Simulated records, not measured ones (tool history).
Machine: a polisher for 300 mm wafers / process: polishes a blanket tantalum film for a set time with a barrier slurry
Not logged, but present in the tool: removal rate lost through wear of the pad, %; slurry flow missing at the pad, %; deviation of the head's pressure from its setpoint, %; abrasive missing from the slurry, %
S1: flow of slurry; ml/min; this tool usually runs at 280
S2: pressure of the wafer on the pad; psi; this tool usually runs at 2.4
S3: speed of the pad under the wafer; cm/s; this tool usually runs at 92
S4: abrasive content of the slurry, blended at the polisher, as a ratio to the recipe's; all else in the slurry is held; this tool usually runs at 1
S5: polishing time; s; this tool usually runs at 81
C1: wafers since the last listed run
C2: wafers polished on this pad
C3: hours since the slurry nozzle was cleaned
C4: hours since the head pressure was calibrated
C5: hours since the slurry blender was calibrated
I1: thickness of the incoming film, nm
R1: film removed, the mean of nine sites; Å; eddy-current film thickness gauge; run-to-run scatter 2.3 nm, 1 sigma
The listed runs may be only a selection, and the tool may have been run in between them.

run 1 hour=0 | S1=280 S2=2.4 S3=92 S4=1 S5=81 | C1=0 C2=114 C3=167.6 C4=148.7 C5=213.1 | I1=441.5 | R1=1696
run 2 hour=76.9 | S1=280 S2=2.4 S3=92 S4=1 S5=81 | C1=404 C2=519 C3=244.5 C4=225.6 C5=290 | I1=436.9 | R1=1696
run 3 hour=122.2 | S1=280 S2=2.4 S3=92 S4=1 S5=68 | C1=238 C2=757 C3=289.8 C4=270.9 C5=335.3 | I1=438.4 | R1=1417
run 4 hour=220 | S1=280 S2=2.4 S3=92 S4=1 S5=68 | C1=514 C2=1271 C3=387.6 C4=368.7 C5=433.1 | I1=439.2 | R1=1405
-- hour=266 slurry blender recalibrated
run 5 hour=271.9 | S1=280 S2=2.4 S3=92 S4=1 S5=68 | C1=262 C2=1534 C3=439.5 C4=420.6 C5=5.9 | I1=437.5 | R1=1407
run 6 hour=342.6 | S1=280 S2=2.4 S3=92 S4=1 S5=73 | C1=371 C2=1906 C3=510.2 C4=491.3 C5=76.6 | I1=433.2 | R1=1486
run 7 hour=449.1 | S1=280 S2=2.4 S3=92 S4=1 S5=73 | C1=560 C2=2466 C3=616.7 C4=597.8 C5=183.1 | I1=441 | R1=1481
-- hour=476 worn pad replaced by a new one
run 8 hour=493 | S1=280 S2=2.4 S3=92 S4=1 S5=73 | C1=209 C2=89 C3=660.6 C4=641.7 C5=227 | I1=447.5 | R1=1498
run 9 hour=594.2 | S1=280 S2=2.4 S3=92 S4=0.95 S5=81 | C1=532 C2=621 C3=761.8 C4=742.9 C5=328.2 | I1=439.1 | R1=1601
run 10 hour=659.2 | S1=280 S2=2.4 S3=92 S4=1 S5=102 | C1=341 C2=963 C3=826.8 C4=807.9 C5=393.2 | I1=436.5 | R1=2060
run 11 hour=731.2 | S1=280 S2=2.4 S3=92 S4=1.1 S5=108 | C1=378 C2=1342 C3=898.8 C4=879.9 C5=465.2 | I1=439.7 | R1=2129
-- hour=742.7 slurry nozzle cleaned
-- hour=756.6 slurry blender recalibrated
run 12 hour=831.4 | S1=360 S2=2.4 S3=92 S4=1 S5=81 | C1=511 C2=1853 C3=88.7 C4=980.1 C5=74.8 | I1=440.9 | R1=1766
run 13 hour=915.4 | S1=280 S2=2.4 S3=92 S4=1 S5=81 | C1=441 C2=2295 C3=172.7 C4=1064.1 C5=158.8 | I1=445 | R1=1685
run 14 hour=994.6 | S1=280 S2=2.4 S3=92 S4=1 S5=81 | C1=416 C2=2712 C3=251.9 C4=1143.3 C5=238 | I1=434.2 | R1=1746
-- hour=1033.6 worn pad replaced by a new one
run 15 hour=1095.1 | S1=325 S2=2.4 S3=92 S4=1 S5=102 | C1=507 C2=323 C3=352.4 C4=1243.8 C5=338.5 | I1=439.3 | R1=2153
run 16 hour=1147.9 | S1=310 S2=2.4 S3=66 S4=0.75 S5=92 | C1=277 C2=601 C3=405.2 C4=1296.6 C5=391.3 | I1=439.2 | R1=1391
run 17 hour=1206.5 | S1=280 S2=2.4 S3=92 S4=1 S5=68 | C1=308 C2=909 C3=463.8 C4=1355.2 C5=449.9 | I1=438.2 | R1=1442
run 18 hour=1271.2 | S1=280 S2=3 S3=70 S4=1.1 S5=109 | C1=340 C2=1249 C3=528.5 C4=1419.9 C5=514.6 | I1=445.1 | R1=2171
-- hour=1303.3 head pressure recalibrated
-- hour=1312.4 slurry blender recalibrated
run 19 hour=1318.9 | S1=280 S2=2.4 S3=76 S4=1 S5=56 | C1=229 C2=1479 C3=576.2 C4=15.6 C5=6.5 | I1=441 | R1=995
run 20 hour=1369.6 | S1=280 S2=2.4 S3=92 S4=1 S5=81 | C1=266 C2=1746 C3=626.9 C4=66.3 C5=57.2 | I1=438.4 | R1=1662
run 21 hour=1457.3 | S1=280 S2=2.4 S3=92 S4=1 S5=81 | C1=461 C2=2207 C3=714.6 C4=154 C5=144.9 | I1=438 | R1=1630
-- hour=1495.6 slurry nozzle cleaned
-- hour=1508.1 worn pad replaced by a new one
run 22 hour=1537.1 | S1=330 S2=2.4 S3=92 S4=1 S5=81 | C1=393 C2=152 C3=41.5 C4=233.8 C5=224.7 | I1=446.5 | R1=1787
run 23 hour=1636.8 | S1=280 S2=2.4 S3=92 S4=1 S5=98 | C1=524 C2=676 C3=141.2 C4=333.5 C5=324.4 | I1=437.5 | R1=2086
run 24 hour=1697.6 | S1=280 S2=2.4 S3=92 S4=1 S5=66 | C1=319 C2=996 C3=202 C4=394.3 C5=385.2 | I1=450.3 | R1=1382
run 25 hour=1749.9 | S1=280 S2=2.4 S3=116 S4=1 S5=81 | C1=275 C2=1271 C3=254.3 C4=446.6 C5=437.5 | I1=439.2 | R1=2113
run 26 hour=1787.7 | S1=280 S2=2.4 S3=92 S4=1 S5=63 | C1=198 C2=1470 C3=292.1 C4=484.4 C5=475.3 | I1=441.9 | R1=1329
run 27 hour=1869.7 | S1=280 S2=1.9 S3=92 S4=1 S5=81 | C1=431 C2=1901 C3=374.1 C4=566.4 C5=557.3 | I1=437.3 | R1=1429
-- hour=1910.9 slurry blender recalibrated
run 28 hour=1972.9 | S1=195 S2=1.6 S3=66 S4=1 S5=62 | C1=532 C2=2434 C3=477.3 C4=669.6 C5=62 | I1=438.2 | R1=678
run 29 hour=2061.9 | S1=280 S2=1.8 S3=102 S4=1 S5=81 | C1=468 C2=2902 C3=566.3 C4=758.6 C5=151 | I1=445.8 | R1=1442

What if the next run were any one of these 5? Each begins from the tool's condition after run 29:
run A hour=2062.4 | S1=280 S2=2.4 S3=92 S4=1 S5=81 | C1=2 C2=2904 C3=566.8 C4=759.1 C5=151.5 | I1=433.8 | R1=?
run B hour=2062.4 | S1=280 S2=2.4 S3=92 S4=1 S5=103 | C1=2 C2=2904 C3=566.8 C4=759.1 C5=151.5 | I1=433.8 | R1=?
run C hour=2062.4 | S1=280 S2=2.4 S3=72 S4=0.9 S5=81 | C1=2 C2=2904 C3=566.8 C4=759.1 C5=151.5 | I1=433.8 | R1=?
run D hour=2062.4 | S1=280 S2=3.2 S3=92 S4=1.2 S5=91 | C1=2 C2=2904 C3=566.8 C4=759.1 C5=151.5 | I1=433.8 | R1=?
run E hour=2062.4 | S1=280 S2=2.4 S3=68 S4=1 S5=81 | C1=2 C2=2904 C3=566.8 C4=759.1 C5=151.5 | I1=433.8 | R1=?

run=A R1=1637
run=B R1=2082
run=C R1=1303
run=D R1=2379
run=E R1=1259
Had the tool no hidden state, the same runs would have come out as:
run=A R1=1703
run=B R1=2166
run=C R1=1355
run=D R1=2475
run=E R1=1310
